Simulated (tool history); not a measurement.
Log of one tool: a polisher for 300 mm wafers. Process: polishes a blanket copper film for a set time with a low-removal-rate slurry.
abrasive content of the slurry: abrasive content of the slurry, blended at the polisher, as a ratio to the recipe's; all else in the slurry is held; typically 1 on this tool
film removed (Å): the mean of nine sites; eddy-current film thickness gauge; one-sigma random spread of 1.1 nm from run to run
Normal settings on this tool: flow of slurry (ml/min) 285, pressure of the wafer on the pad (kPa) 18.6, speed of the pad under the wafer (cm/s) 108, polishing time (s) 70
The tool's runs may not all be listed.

run	hour	flow of slurry (ml/min)	pressure of the wafer on the pad (kPa)	speed of the pad under the wafer (cm/s)	abrasive content of the slurry	polishing time (s)	wafers since the last listed run	wafers polished on this pad	hours since the slurry nozzle was cleaned	hours since the head pressure was calibrated	hours since the slurry blender was calibrated	incoming thickness of the incoming film, nm	film removed (Å)
1	0	285	18.6	108	1	88	0	492	102.3	379.6	84.9	1530	1999
2	69.9	285	18.6	108	1	70	820	1312	172.2	449.5	154.8	1539.6	1577
# hour 115.7: worn pad replaced by a new one
3	137.3	285	18.6	108	1	70	743	253	239.6	516.9	222.2	1527.3	1560
4	178.2	285	18.6	108	1	70	479	732	280.5	557.8	263.1	1547.8	1571
5	228.9	285	18.6	108	1	70	594	1327	331.2	608.5	313.8	1559.7	1545
# hour 250.2: slurry nozzle cleaned
6	253.9	285	21.4	108	1	70	281	1609	3.7	633.5	338.8	1534.5	1703
# hour 263.2: worn pad replaced by a new one
7	291.2	285	18.6	108	0.8	70	390	328	41	670.8	376.1	1539	1461
8	320.5	285	18.6	108	0.8	70	343	672	70.3	700.1	405.4	1546.5	1463
# hour 335.7: slurry blender recalibrated
# hour 348.5: head pressure recalibrated
9	367.3	250	18.6	108	1	70	502	1174	117.1	18.8	31.6	1520.2	1612
# hour 409.2: worn pad replaced by a new one
10	414.1	285	18.6	118	1	70	502	57	163.9	65.6	78.4	1526.1	1780
11	463.6	285	22.8	128	0.75	52	580	638	213.4	115.1	127.9	1509.4	1511
12	517.7	285	18.6	108	1	70	634	1273	267.5	169.2	182	1540.2	1625
# hour 560.9: worn pad replaced by a new one
13	577	285	18.6	108	1	70	648	188	326.8	228.5	241.3	1553.8	1611
# hour 580.6: slurry nozzle cleaned
14	601.5	355	18.6	142	1	53	275	464	20.9	253	265.8	1510.8	1621
15	661.1	310	15.2	108	1	52	699	1163	80.5	312.6	325.4	1545	1053
# hour 686.6: worn pad replaced by a new one
16	695.5	285	13.8	138	1.15	80	356	104	114.9	347	359.8	1533.3	1989
17	732	240	22.8	108	1.1	70	428	532	151.4	383.5	396.3	1549.3	1821

Each row is a separate what-if for the run after 17, all from the same tool condition, not one after another. Results?
A	732.4	285	18.6	108	1	70	4	537	151.8	383.9	396.7	1545.8	?
B	732.4	355	24.1	126	1	70	4	537	151.8	383.9	396.7	1545.8	?
C	732.4	285	18.6	136	1	70	4	537	151.8	383.9	396.7	1545.8	?
D	732.4	235	18.6	72	1	53	4	537	151.8	383.9	396.7	1545.8	?
E	732.4	225	22.1	108	1.25	52	4	537	151.8	383.9	396.7	1545.8	?

run	film removed (Å)
A	1596
B	2278
C	2010
D	789
E	1388
Without the tool's unlogged condition, the same runs would have read:
run	film removed (Å)
A	1687
B	2407
C	2124
D	834
E	1467

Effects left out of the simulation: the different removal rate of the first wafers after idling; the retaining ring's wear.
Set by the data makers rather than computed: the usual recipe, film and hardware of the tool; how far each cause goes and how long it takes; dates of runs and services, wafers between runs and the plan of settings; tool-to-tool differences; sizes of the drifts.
